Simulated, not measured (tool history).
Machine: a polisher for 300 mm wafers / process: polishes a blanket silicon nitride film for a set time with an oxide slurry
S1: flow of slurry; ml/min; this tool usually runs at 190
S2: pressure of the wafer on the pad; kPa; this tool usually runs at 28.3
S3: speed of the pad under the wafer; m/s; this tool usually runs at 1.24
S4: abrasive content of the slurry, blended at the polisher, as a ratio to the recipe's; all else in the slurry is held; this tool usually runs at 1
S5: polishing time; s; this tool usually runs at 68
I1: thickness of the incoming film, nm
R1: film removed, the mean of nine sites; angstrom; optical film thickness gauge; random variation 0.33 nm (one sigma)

run   hour   S1    S2    S3    S4  S5     I1   R1
  1      0  155  32.4  1.24     1  68  351.7  539
        16  -- slurry blender recalibrated
  2   34.6  190  28.3  1.24   0.8  68    345  454
  3     55  190  31.7   0.9   0.8  68  349.8  388
  4   87.8  190  33.8   0.9     1  68  348.5  441
  5  121.2  190  28.3  1.24     1  68  350.9  479
     131.7  -- slurry nozzle cleaned
  6    138  190  36.5  1.68     1  58  344.2  661
  7  166.8  190  28.3  0.92     1  68  354.1  379
     199.4  -- worn pad replaced by a new one, of another model than before
  8  213.6  210  36.5  1.24     1  68  344.7  584
  9  253.5  190  22.8  0.98  0.75  78  348.5  368
     268.7  -- conditioning disc replaced and pad reconditioned
 10  285.4  210  33.1  1.24  0.75  68    354  512
 11  314.2  150  28.3  1.24     1  68  350.8  475
 12  347.7  190  28.3  1.24     1  68  349.7  480
 13  371.3  190  28.3  1.54   1.2  68  348.7  573
     376.1  -- head pressure recalibrated
     385.2  -- slurry blender recalibrated
       388  -- slurry nozzle cleaned
 14  404.2  130  28.3  1.52  0.75  68  345.7  465
 15  418.8  225  28.3  1.44   0.8  68  348.5  491
 16  451.5  150  28.3  1.24     1  79  348.2  543
 17  475.5  190  33.8  1.24  1.15  76  351.2  640
     486.4  -- worn pad replaced by a new one
 18  505.3  240  24.8  1.24     1  68  346.3  441
 19  531.1  135  31.7  1.24     1  53  353.1  391
 20  566.5  155  32.4  1.24     1  68  343.8  517
 21    586  130  37.2  1.42  1.15  68  348.8  640
 22  606.8  235  36.5  1.24   1.3  68  346.6  647
     631.8  -- slurry nozzle cleaned
     632.6  -- conditioning disc replaced and pad reconditioned
 23  633.1  190  28.3  1.24     1  58  347.9  419
 24  650.9  190  28.3  1.24     1  68  352.2  486
 25  676.1  190  28.3  1.24   0.7  68  352.4  427

Predict each of these 5 candidate next runs independently; none follows another, all start after run 25:
  A  676.5  190  28.3  1.24  0.9  68  345.3   ?
  B  676.5  190  28.3  1.24  0.8  84  345.3   ?
  C  676.5  245  36.5  1.24    1  45  345.3   ?
  D  676.5  190  28.3   0.9    1  68  345.3   ?
  E  676.5  135  19.3  1.58    1  49  345.3   ?

run   R1
  A  470
  B  558
  C  406
  D  413
  E  292
Take away the tool's hidden state, keep each run's random variation, and the runs would have read:
run   R1
  A  477
  B  565
  C  413
  D  417
  E  295
